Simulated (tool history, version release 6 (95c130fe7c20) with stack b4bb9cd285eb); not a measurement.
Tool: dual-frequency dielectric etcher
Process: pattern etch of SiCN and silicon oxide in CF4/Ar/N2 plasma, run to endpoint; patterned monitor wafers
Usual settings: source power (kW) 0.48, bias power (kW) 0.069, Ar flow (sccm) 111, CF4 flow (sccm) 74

run     day  source power (kW)  bias power (kW)  Ar flow (sccm)  CF4 flow (sccm)  incoming incoming film thickness, nm  endpoint time (s)
  1       0               0.48            0.069             111               74                                 11.36               11.5
  2   1.904               0.48            0.064             111               74                                 11.46               11.8
  3   4.962               0.48            0.069             111               74                                 11.41               11.3
  4   7.846               0.48            0.069             111               74                                 11.47               11.4
      9.962  -- upper electrode replaced
  5  12.242               0.48            0.069             111               74                                 11.37               11.1
     14.962  -- wet clean of the chamber
  6  14.983               0.48            0.084             123               74                                 11.41               11.1
  7  15.896               0.48            0.069             111               74                                 11.39               11.7
  8  18.371               0.42            0.054              92               87                                 11.41               13.2
  9      21               0.59            0.069             111               74                                 11.35                9.8
 10  24.867               0.48            0.069             111               74                                 11.32               11.3
 11  27.254               0.54            0.062             111               74                                 11.45               10.8
 12  29.296               0.57            0.081             128               91                                 11.45                9.3
 13  32.208               0.48            0.073             111               74                                 11.48               11.1
     35.171  -- wet clean of the chamber
 14  35.192               0.48            0.069             111               74                                 11.35               11.5
     35.758  -- bias power generator calibrated
 15    36.6               0.54            0.074             122               74                                 11.29               10.3
     38.579  -- Ar flow controller replaced
 16  39.988               0.48            0.069             127               56                                 11.39                 12
     41.417  -- source power generator calibrated
 17  41.896               0.48            0.081             111               82                                  11.3                 11
 18  52.054               0.48            0.069             111               74                                 11.57               11.8
 19  55.346               0.48            0.069             111               74                                 11.35               11.6
 20  57.146               0.48            0.069             111               74                                 11.52               11.6
     58.862  -- wet clean of the chamber
 21  59.721               0.59            0.069             111               57                                 11.36               10.4
 22  61.629               0.48            0.085             111               79                                 11.42                 11
 23  63.262               0.48            0.069             111               68                                 11.49                 12
 24  64.896               0.48            0.078             111               74                                 11.34               11.3

Measured less the same run without the tool's hidden state. The same run-to-run variation is in both; the gauge's scatter may not be:
The hidden state here: etch rate over this chamber's usual, %; source power that arrives over what is set, %; bias power that arrives over what is set, %; Ar flow that arrives over what is set, %; CF4 flow that arrives over what is set, %.
run  endpoint time (s)
  1               -0.5
  2               -0.6
  3               -0.6
  4               -0.7
  5               -0.8
  6               -0.3
  7               -0.4
  8               -0.4
  9               -0.4
 10               -0.6
 11               -0.6
 12               -0.6
 13               -0.8
 14               -0.5
 15               -0.5
 16               -0.7
 17               -0.2
 18               -0.4
 19               -0.4
 20               -0.5
 21               -0.1
 22               -0.1
 23               -0.2
 24               -0.2

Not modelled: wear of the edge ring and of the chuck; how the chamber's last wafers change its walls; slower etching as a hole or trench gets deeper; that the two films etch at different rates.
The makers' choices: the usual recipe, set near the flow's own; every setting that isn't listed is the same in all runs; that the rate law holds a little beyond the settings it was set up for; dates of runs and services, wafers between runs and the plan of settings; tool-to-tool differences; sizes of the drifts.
